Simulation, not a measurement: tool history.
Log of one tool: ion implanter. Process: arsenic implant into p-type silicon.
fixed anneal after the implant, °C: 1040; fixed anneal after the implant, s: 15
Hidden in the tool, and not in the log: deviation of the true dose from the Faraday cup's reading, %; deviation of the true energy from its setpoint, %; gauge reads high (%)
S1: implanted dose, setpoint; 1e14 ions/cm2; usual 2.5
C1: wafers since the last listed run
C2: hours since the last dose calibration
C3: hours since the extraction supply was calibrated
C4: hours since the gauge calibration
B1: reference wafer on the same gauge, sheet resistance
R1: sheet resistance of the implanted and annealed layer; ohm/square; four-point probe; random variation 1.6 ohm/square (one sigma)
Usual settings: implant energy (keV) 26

{"run": 1, "day": 0.0, "S1": 2.5, "implant energy (keV)": 26, "C1": 0, "C2": 1182.8, "C3": 3661, "C4": 661.8, "B1": 391.6, "R1": 352.15}
{"run": 2, "day": 0.65, "S1": 2.5, "implant energy (keV)": 26, "C1": 153, "C2": 1198.4, "C3": 3676.6, "C4": 677.4, "B1": 392.93, "R1": 347.75}
{"run": 3, "day": 1.217, "S1": 2.5, "implant energy (keV)": 28.5, "C1": 133, "C2": 1212, "C3": 3690.2, "C4": 691, "B1": 391.96, "R1": 348.49}
{"run": 4, "day": 2.404, "S1": 2.5, "implant energy (keV)": 28.5, "C1": 280, "C2": 1240.5, "C3": 3718.7, "C4": 719.5, "B1": 392.79, "R1": 347.02}
{"run": 5, "day": 3.867, "S1": 2.5, "implant energy (keV)": 28.5, "C1": 345, "C2": 1275.6, "C3": 3753.8, "C4": 754.6, "B1": 391.47, "R1": 346.6}
{"run": 6, "day": 5.3, "S1": 2.5, "implant energy (keV)": 26, "C1": 338, "C2": 1310, "C3": 3788.2, "C4": 789, "B1": 392.42, "R1": 350.57}
{"run": 7, "day": 5.954, "S1": 2.5, "implant energy (keV)": 26, "C1": 154, "C2": 1325.7, "C3": 3803.9, "C4": 804.7, "B1": 392.29, "R1": 351.64}
{"run": 8, "day": 7.012, "S1": 2.5, "implant energy (keV)": 26, "C1": 250, "C2": 1351.1, "C3": 3829.3, "C4": 830.1, "B1": 391.36, "R1": 349.57}
{"run": 9, "day": 7.975, "S1": 2.5, "implant energy (keV)": 26, "C1": 227, "C2": 1374.2, "C3": 3852.4, "C4": 853.2, "B1": 391.8, "R1": 350.08}
{"run": 10, "day": 8.608, "S1": 2.5, "implant energy (keV)": 26, "C1": 149, "C2": 1389.4, "C3": 3867.6, "C4": 868.4, "B1": 391.61, "R1": 351.35}
{"day": 9.333, "done": "Faraday cup replaced and dose calibrated"}
{"run": 11, "day": 9.962, "S1": 2.5, "implant energy (keV)": 29, "C1": 241, "C2": 15.1, "C3": 3900.1, "C4": 900.9, "B1": 392.59, "R1": 333.78}
{"run": 12, "day": 10.479, "S1": 2.5, "implant energy (keV)": 29, "C1": 122, "C2": 27.5, "C3": 3912.5, "C4": 913.3, "B1": 391.63, "R1": 329.71}
{"run": 13, "day": 11.142, "S1": 2.5, "implant energy (keV)": 29, "C1": 156, "C2": 43.4, "C3": 3928.4, "C4": 929.2, "B1": 392.71, "R1": 332.41}
{"run": 14, "day": 11.838, "S1": 2.5, "implant energy (keV)": 26, "C1": 164, "C2": 60.1, "C3": 3945.1, "C4": 945.9, "B1": 392.07, "R1": 338.16}
{"run": 15, "day": 12.908, "S1": 2.5, "implant energy (keV)": 26, "C1": 253, "C2": 85.8, "C3": 3970.8, "C4": 971.6, "B1": 392.06, "R1": 342.15}
{"run": 16, "day": 13.875, "S1": 2.5, "implant energy (keV)": 26, "C1": 228, "C2": 109, "C3": 3994, "C4": 994.8, "B1": 392.67, "R1": 338.72}
{"day": 14.517, "done": "gauge calibrated"}
{"run": 17, "day": 14.838, "S1": 2.5, "implant energy (keV)": 26, "C1": 227, "C2": 132.1, "C3": 4017.1, "C4": 7.7, "B1": 391.88, "R1": 339.25}
{"run": 18, "day": 16.208, "S1": 2.5, "implant energy (keV)": 29, "C1": 324, "C2": 165, "C3": 4050, "C4": 40.6, "B1": 391.91, "R1": 335.29}
{"run": 19, "day": 17.196, "S1": 2.5, "implant energy (keV)": 23, "C1": 233, "C2": 188.7, "C3": 4073.7, "C4": 64.3, "B1": 391.71, "R1": 348.92}
{"run": 20, "day": 18.133, "S1": 2.5, "implant energy (keV)": 20.5, "C1": 221, "C2": 211.2, "C3": 4096.2, "C4": 86.8, "B1": 392.32, "R1": 353.86}
{"run": 21, "day": 19.4, "S1": 3.14, "implant energy (keV)": 20, "C1": 299, "C2": 241.6, "C3": 4126.6, "C4": 117.2, "B1": 391.8, "R1": 296.85}
{"run": 22, "day": 20.067, "S1": 3.02, "implant energy (keV)": 35, "C1": 157, "C2": 257.6, "C3": 4142.6, "C4": 133.2, "B1": 391.97, "R1": 284.96}
{"run": 23, "day": 20.871, "S1": 1.8, "implant energy (keV)": 26, "C1": 190, "C2": 276.9, "C3": 4161.9, "C4": 152.5, "B1": 391.88, "R1": 439.61}
{"run": 24, "day": 22.075, "S1": 2.85, "implant energy (keV)": 26, "C1": 284, "C2": 305.8, "C3": 4190.8, "C4": 181.4, "B1": 390.97, "R1": 311.71}
{"day": 22.854, "done": "extraction supply calibrated"}
{"run": 25, "day": 23.467, "S1": 2.5, "implant energy (keV)": 33.5, "C1": 250, "C2": 339.2, "C3": 14.7, "C4": 214.8, "B1": 391.96, "R1": 335.11}
{"run": 26, "day": 26.279, "S1": 2.5, "implant energy (keV)": 26, "C1": 665, "C2": 406.7, "C3": 82.2, "C4": 282.3, "B1": 391.74, "R1": 344.36}
{"run": 27, "day": 27.079, "S1": 2.27, "implant energy (keV)": 19.5, "C1": 189, "C2": 425.9, "C3": 101.4, "C4": 301.5, "B1": 392.53, "R1": 386.65}
{"run": 28, "day": 28.412, "S1": 3.16, "implant energy (keV)": 19.5, "C1": 315, "C2": 457.9, "C3": 133.4, "C4": 333.5, "B1": 392.36, "R1": 300.64}
{"run": 29, "day": 29.521, "S1": 2.5, "implant energy (keV)": 30, "C1": 262, "C2": 484.5, "C3": 160, "C4": 360.1, "B1": 391.82, "R1": 340.49}
{"run": 30, "day": 30.592, "S1": 1.85, "implant energy (keV)": 32.5, "C1": 253, "C2": 510.2, "C3": 185.7, "C4": 385.8, "B1": 392.14, "R1": 418.16}
{"run": 31, "day": 31.342, "S1": 1.89, "implant energy (keV)": 34.5, "C1": 177, "C2": 528.2, "C3": 203.7, "C4": 403.8, "B1": 392.27, "R1": 409.38}
{"run": 32, "day": 31.958, "S1": 2.5, "implant energy (keV)": 26, "C1": 145, "C2": 543, "C3": 218.5, "C4": 418.6, "B1": 391.55, "R1": 346.89}
{"run": 33, "day": 33.271, "S1": 2.5, "implant energy (keV)": 26, "C1": 310, "C2": 574.5, "C3": 250, "C4": 450.1, "B1": 391.98, "R1": 345.82}
{"run": 34, "day": 34.692, "S1": 2.5, "implant energy (keV)": 19, "C1": 335, "C2": 608.6, "C3": 284.1, "C4": 484.2, "B1": 392.24, "R1": 361.57}
{"run": 35, "day": 36.033, "S1": 2.5, "implant energy (keV)": 29, "C1": 317, "C2": 640.8, "C3": 316.3, "C4": 516.4, "B1": 391.99, "R1": 344.27}
{"run": 36, "day": 37.425, "S1": 2.87, "implant energy (keV)": 20.5, "C1": 329, "C2": 674.2, "C3": 349.7, "C4": 549.8, "B1": 392.32, "R1": 323.91}
{"run": 37, "day": 38.125, "S1": 2.5, "implant energy (keV)": 23.5, "C1": 165, "C2": 691, "C3": 366.5, "C4": 566.6, "B1": 392.51, "R1": 352.55}
{"run": 38, "day": 38.633, "S1": 2.5, "implant energy (keV)": 26, "C1": 120, "C2": 703.2, "C3": 378.7, "C4": 578.8, "B1": 392.5, "R1": 348.91}

The tool's hidden state at each run:
deviation of the true energy from its setpoint, %: 0 in every run
gauge reads high (%): 0 in every run
H1: deviation of the true dose from the Faraday cup's reading, %
run=1 H1=-4.87
run=2 H1=-4.88
run=3 H1=-4.9
run=4 H1=-4.93
run=5 H1=-4.96
run=6 H1=-4.99
run=7 H1=-5
run=8 H1=-5.02
run=9 H1=-5.04
run=10 H1=-5.05
run=11 H1=-0.57
run=12 H1=-0.69
run=13 H1=-0.84
run=14 H1=-0.993
run=15 H1=-1.22
run=16 H1=-1.41
run=17 H1=-1.6
run=18 H1=-1.85
run=19 H1=-2.02
run=20 H1=-2.17
run=21 H1=-2.37
run=22 H1=-2.47
run=23 H1=-2.59
run=24 H1=-2.76
run=25 H1=-2.94
run=26 H1=-3.27
run=27 H1=-3.36
run=28 H1=-3.5
run=29 H1=-3.61
run=30 H1=-3.71
run=31 H1=-3.77
run=32 H1=-3.83
run=33 H1=-3.94
run=34 H1=-4.05
run=35 H1=-4.15
run=36 H1=-4.24
run=37 H1=-4.29
run=38 H1=-4.32

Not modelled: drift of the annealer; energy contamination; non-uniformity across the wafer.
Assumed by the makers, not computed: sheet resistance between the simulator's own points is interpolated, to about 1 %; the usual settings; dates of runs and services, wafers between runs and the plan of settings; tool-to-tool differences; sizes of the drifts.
